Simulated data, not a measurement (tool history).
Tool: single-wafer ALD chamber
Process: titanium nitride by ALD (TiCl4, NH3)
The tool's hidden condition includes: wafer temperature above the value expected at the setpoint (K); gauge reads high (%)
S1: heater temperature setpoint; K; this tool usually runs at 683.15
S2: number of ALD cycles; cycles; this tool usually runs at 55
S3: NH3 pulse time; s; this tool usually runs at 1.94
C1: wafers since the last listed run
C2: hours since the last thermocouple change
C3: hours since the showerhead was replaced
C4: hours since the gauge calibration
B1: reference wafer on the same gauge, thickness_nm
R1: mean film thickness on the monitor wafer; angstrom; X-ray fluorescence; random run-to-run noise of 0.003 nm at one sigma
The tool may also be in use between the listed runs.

run,day,S1,S2,S3,C1,C2,C3,C4,B1,R1
1,0,683.15,58,1.94,0,2992.1,2334.3,169.4,1.058,12.88
2,1.283,683.15,58,1.94,96,3022.9,2365.1,200.2,1.057,12.82
3,1.933,683.15,58,1.94,49,3038.5,2380.7,215.8,1.059,12.79
4,3.033,683.15,55,1.94,82,3064.9,2407.1,242.2,1.06,12.2
5,4.021,683.15,55,1.94,74,3088.6,2430.8,265.9,1.061,12.21
6,4.529,683.15,55,1.94,38,3100.8,2443,278.1,1.061,12.19
7,5.062,679.15,55,1.94,40,3113.6,2455.8,290.9,1.062,12.26
8,5.629,679.15,55,1.94,42,3127.2,2469.4,304.5,1.063,12.18
9,6.167,679.15,55,1.94,40,3140.1,2482.3,317.4,1.063,12.2
10,7.554,683.15,45,2.47,104,3173.4,2515.6,350.7,1.063,10.07
# day 9.062: showerhead replaced
11,9.083,683.15,55,1.94,90,3210.1,0.5,387.4,1.065,12.29
12,9.562,669.15,59,1.43,36,3221.6,12,398.9,1.066,12.9
# day 10.258: gauge calibrated
13,10.346,694.15,55,2.3,59,3240.4,30.8,2.1,1.049,12.2
14,11.738,683.15,60,1.94,104,3273.8,64.2,35.5,1.051,13.17
# day 13.167: thermocouple changed; heater temperature recalibrated
15,13.188,687.15,61,1.94,84,0.5,99,70.3,1.052,13.49
16,14.112,683.15,55,1.94,69,22.7,121.2,92.5,1.052,12.13
17,14.742,689.15,52,1.26,47,37.8,136.3,107.6,1.054,11.27

Run 18 comes next. What will it give?
18,15.85,683.15,59,1.28,83,64.4,162.9,134.2,?,?

{"run 18": {"B1": 1.054, "R1": 12.85}}
On a tool with no hidden condition, and with the same random variation, this run would have come out at R1 12.79 angstrom.

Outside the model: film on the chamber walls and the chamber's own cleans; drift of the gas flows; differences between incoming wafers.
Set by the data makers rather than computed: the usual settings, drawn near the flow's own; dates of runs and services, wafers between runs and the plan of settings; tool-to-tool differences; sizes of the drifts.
